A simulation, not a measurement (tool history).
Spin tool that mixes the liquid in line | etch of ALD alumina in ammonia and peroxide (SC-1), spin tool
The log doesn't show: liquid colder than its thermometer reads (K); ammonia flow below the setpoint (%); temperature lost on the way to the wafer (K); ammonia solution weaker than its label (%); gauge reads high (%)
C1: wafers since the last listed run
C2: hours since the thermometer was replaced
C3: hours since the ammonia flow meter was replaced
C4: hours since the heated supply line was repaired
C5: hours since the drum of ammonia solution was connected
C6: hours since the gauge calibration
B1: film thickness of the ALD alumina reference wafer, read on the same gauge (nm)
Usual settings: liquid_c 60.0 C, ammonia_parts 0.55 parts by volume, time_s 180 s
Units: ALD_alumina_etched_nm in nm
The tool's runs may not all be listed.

{"run": 1, "day": 0.0, "liquid_c": 60.0, "ammonia_parts": 0.55, "time_s": 180, "C1": 0, "C2": 1836.7, "C3": 1995.0, "C4": 931.6, "C5": 486.6, "C6": 44.2, "B1": 129.97, "ALD_alumina_etched_nm": 15.46}
{"run": 2, "day": 0.458, "liquid_c": 56.0, "ammonia_parts": 0.55, "time_s": 180, "C1": 89, "C2": 1847.7, "C3": 2006.0, "C4": 942.6, "C5": 497.6, "C6": 55.2, "B1": 129.97, "ALD_alumina_etched_nm": 12.43}
{"run": 3, "day": 0.912, "liquid_c": 60.0, "ammonia_parts": 0.55, "time_s": 180, "C1": 88, "C2": 1858.6, "C3": 2016.9, "C4": 953.5, "C5": 508.5, "C6": 66.1, "B1": 130.01, "ALD_alumina_etched_nm": 15.26}
{"run": 4, "day": 1.317, "liquid_c": 60.0, "ammonia_parts": 0.55, "time_s": 180, "C1": 78, "C2": 1868.3, "C3": 2026.6, "C4": 963.2, "C5": 518.2, "C6": 75.8, "B1": 130.01, "ALD_alumina_etched_nm": 15.34}
{"run": 5, "day": 1.933, "liquid_c": 60.0, "ammonia_parts": 0.55, "time_s": 180, "C1": 120, "C2": 1883.1, "C3": 2041.4, "C4": 978.0, "C5": 533.0, "C6": 90.6, "B1": 130.01, "ALD_alumina_etched_nm": 15.39}
{"run": 6, "day": 2.433, "liquid_c": 53.0, "ammonia_parts": 0.45, "time_s": 180, "C1": 97, "C2": 1895.1, "C3": 2053.4, "C4": 990.0, "C5": 545.0, "C6": 102.6, "B1": 130.0, "ALD_alumina_etched_nm": 10.34}
{"run": 7, "day": 2.771, "liquid_c": 65.0, "ammonia_parts": 0.55, "time_s": 180, "C1": 65, "C2": 1903.2, "C3": 2061.5, "C4": 998.1, "C5": 553.1, "C6": 110.7, "B1": 130.0, "ALD_alumina_etched_nm": 19.71}
{"run": 8, "day": 3.988, "liquid_c": 64.0, "ammonia_parts": 0.3, "time_s": 255, "C1": 237, "C2": 1932.4, "C3": 2090.7, "C4": 1027.3, "C5": 582.3, "C6": 139.9, "B1": 130.0, "ALD_alumina_etched_nm": 25.08}
{"day": 4.412, "done": "new drum of ammonia solution connected"}
{"day": 4.446, "done": "thermometer replaced"}
{"run": 9, "day": 4.467, "liquid_c": 52.0, "ammonia_parts": 0.55, "time_s": 180, "C1": 78, "C2": 0.5, "C3": 2102.2, "C4": 1038.8, "C5": 1.3, "C6": 151.4, "B1": 129.99, "ALD_alumina_etched_nm": 11.31}
{"day": 4.717, "done": "ammonia flow meter replaced"}
{"run": 10, "day": 5.171, "liquid_c": 60.0, "ammonia_parts": 0.85, "time_s": 235, "C1": 129, "C2": 17.4, "C3": 10.9, "C4": 1055.7, "C5": 18.2, "C6": 168.3, "B1": 130.0, "ALD_alumina_etched_nm": 23.59}
{"day": 5.358, "done": "gauge calibrated"}
{"day": 5.471, "done": "heated supply line repaired"}
{"run": 11, "day": 5.492, "liquid_c": 64.0, "ammonia_parts": 0.3, "time_s": 255, "C1": 54, "C2": 25.1, "C3": 18.6, "C4": 0.5, "C5": 25.9, "C6": 3.2, "B1": 130.03, "ALD_alumina_etched_nm": 28.26}
{"run": 12, "day": 6.142, "liquid_c": 68.5, "ammonia_parts": 0.3, "time_s": 180, "C1": 126, "C2": 40.7, "C3": 34.2, "C4": 16.1, "C5": 41.5, "C6": 18.8, "B1": 130.0, "ALD_alumina_etched_nm": 24.77}
{"run": 13, "day": 6.404, "liquid_c": 57.0, "ammonia_parts": 0.85, "time_s": 180, "C1": 51, "C2": 47.0, "C3": 40.5, "C4": 22.4, "C5": 47.8, "C6": 25.1, "B1": 129.96, "ALD_alumina_etched_nm": 15.34}
{"run": 14, "day": 6.7, "liquid_c": 60.0, "ammonia_parts": 0.55, "time_s": 215, "C1": 57, "C2": 54.1, "C3": 47.6, "C4": 29.5, "C5": 54.9, "C6": 32.2, "B1": 129.99, "ALD_alumina_etched_nm": 20.55}
{"run": 15, "day": 7.388, "liquid_c": 69.5, "ammonia_parts": 0.75, "time_s": 250, "C1": 134, "C2": 70.6, "C3": 64.1, "C4": 46.0, "C5": 71.4, "C6": 48.7, "B1": 129.99, "ALD_alumina_etched_nm": 39.52}

Forecast each of these 3 alternatives for the next run:
{"run": "A", "day": 7.408, "liquid_c": 60.0, "ammonia_parts": 0.55, "time_s": 180, "C1": 4, "C2": 71.1, "C3": 64.6, "C4": 46.5, "C5": 71.9, "C6": 49.2, "B1": "?", "ALD_alumina_etched_nm": "?"}
{"run": "B", "day": 7.408, "liquid_c": 53.5, "ammonia_parts": 0.85, "time_s": 70, "C1": 4, "C2": 71.1, "C3": 64.6, "C4": 46.5, "C5": 71.9, "C6": 49.2, "B1": "?", "ALD_alumina_etched_nm": "?"}
{"run": "C", "day": 7.408, "liquid_c": 67.0, "ammonia_parts": 0.35, "time_s": 220, "C1": 4, "C2": 71.1, "C3": 64.6, "C4": 46.5, "C5": 71.9, "C6": 49.2, "B1": "?", "ALD_alumina_etched_nm": "?"}

run=A B1=130.00 ALD_alumina_etched_nm=17.05
run=B B1=130.00 ALD_alumina_etched_nm=4.91
run=C B1=130.00 ALD_alumina_etched_nm=28.38
Without the tool's hidden state the same runs would have given:
run=A ALD_alumina_etched_nm=17.24
run=B ALD_alumina_etched_nm=4.97
run=C ALD_alumina_etched_nm=28.68
